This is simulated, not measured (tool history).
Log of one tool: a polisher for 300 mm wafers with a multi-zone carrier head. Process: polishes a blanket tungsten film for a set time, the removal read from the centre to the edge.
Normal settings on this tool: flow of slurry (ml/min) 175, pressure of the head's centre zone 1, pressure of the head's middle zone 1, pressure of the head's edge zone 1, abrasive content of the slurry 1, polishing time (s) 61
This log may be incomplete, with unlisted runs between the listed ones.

run,day,flow of slurry (ml/min),pressure of the head's centre zone,pressure of the head's middle zone,pressure of the head's edge zone,abrasive content of the slurry,polishing time (s),"incoming thickness of the incoming film, nm",film removed at the wafer's centre (Å),film removed at mid-radius (Å),film removed at the wafer's edge (Å)
1,0,175,0.92,1,1,1,56,1497.1,3004,3268,3226
# day 0.338: worn pad replaced by a new one
2,1.767,175,1,1,1,1,61,1533.6,3746,3816,3682
# day 5.329: carrier head's membrane replaced by a new one, of another model than before
3,5.783,175,1,1,1,1,61,1526.8,3718,3709,3631
4,9.6,175,1,1,1,1,61,1515.2,3712,3570,3583
# day 11.192: slurry nozzle cleaned
5,20.142,175,1,1,1,1,61,1494.2,3611,3603,3507
# day 23.575: edge zone pressure recalibrated
# day 23.721: worn pad replaced by a new one
6,24.304,175,1,1,1,0.9,61,1522.3,3707,3720,3576
7,27.796,175,1,1,1,1,61,1503.9,3774,3738,3684
# day 28.525: centre zone pressure recalibrated
8,30.579,175,1,1,1,1,78,1516.6,4764,4654,4669
9,33.725,175,1,1,0.91,1,61,1532.6,3693,3639,3544
10,40.371,175,1,1,1,1,61,1515.9,3648,3666,3627
# day 41.833: slurry nozzle cleaned
11,44.529,175,1,1,1,1.25,61,1542.4,3770,3729,3703
# day 47.054: worn pad replaced by a new one
12,48.229,175,0.91,1,1.05,1,81,1505.9,4330,5010,4974
13,50.254,175,1,1,1,1,61,1529.8,3731,3702,3686
14,51.992,175,1,1.11,1,1,61,1519,3692,3881,3631
# day 53.267: carrier head's membrane replaced by a new one
# day 60.5: edge zone pressure recalibrated
15,62.046,200,1,1,1,1.2,68,1508.5,4260,4164,4233
16,66.517,175,0.97,0.97,1,0.85,47,1489.7,2586,2607,2672
17,68.092,175,0.94,1,1,1,61,1515.5,3281,3514,3555
18,71.629,140,1.06,0.9,1,0.9,61,1540.4,3559,3122,3288
# day 72.042: worn pad replaced by a new one
19,74.208,175,1,1.12,1,1,61,1512.3,3732,3954,3631
# day 76.862: slurry nozzle cleaned
20,77.267,120,1,1,1,1,61,1512.9,3422,3370,3459
21,79.742,175,1,1,1,1,61,1541.1,3694,3667,3675

Same runs, no hidden state in the tool, same run-to-run variation:
Unlogged tool condition in this case: removal rate lost through wear of the pad, %; slurry flow missing at the pad, %; deviation of the centre zone's pressure from its setpoint, %; deviation of the edge zone's pressure from its setpoint, %.
run,film removed at the wafer's centre (Å),film removed at mid-radius (Å),film removed at the wafer's edge (Å)
1,3169,3448,3403
2,3782,3852,3717
3,3786,3777,3698
4,3812,3666,3680
5,3798,3789,3689
6,3716,3729,3585
7,3812,3776,3722
8,4841,4730,4745
9,3779,3725,3627
10,3789,3808,3768
11,3953,3910,3883
12,4384,5073,5036
13,3795,3765,3749
14,3770,3963,3707
15,4449,4348,4420
16,2728,2750,2819
17,3474,3720,3764
18,3799,3333,3510
19,3778,4003,3676
20,3488,3435,3526
21,3787,3759,3767
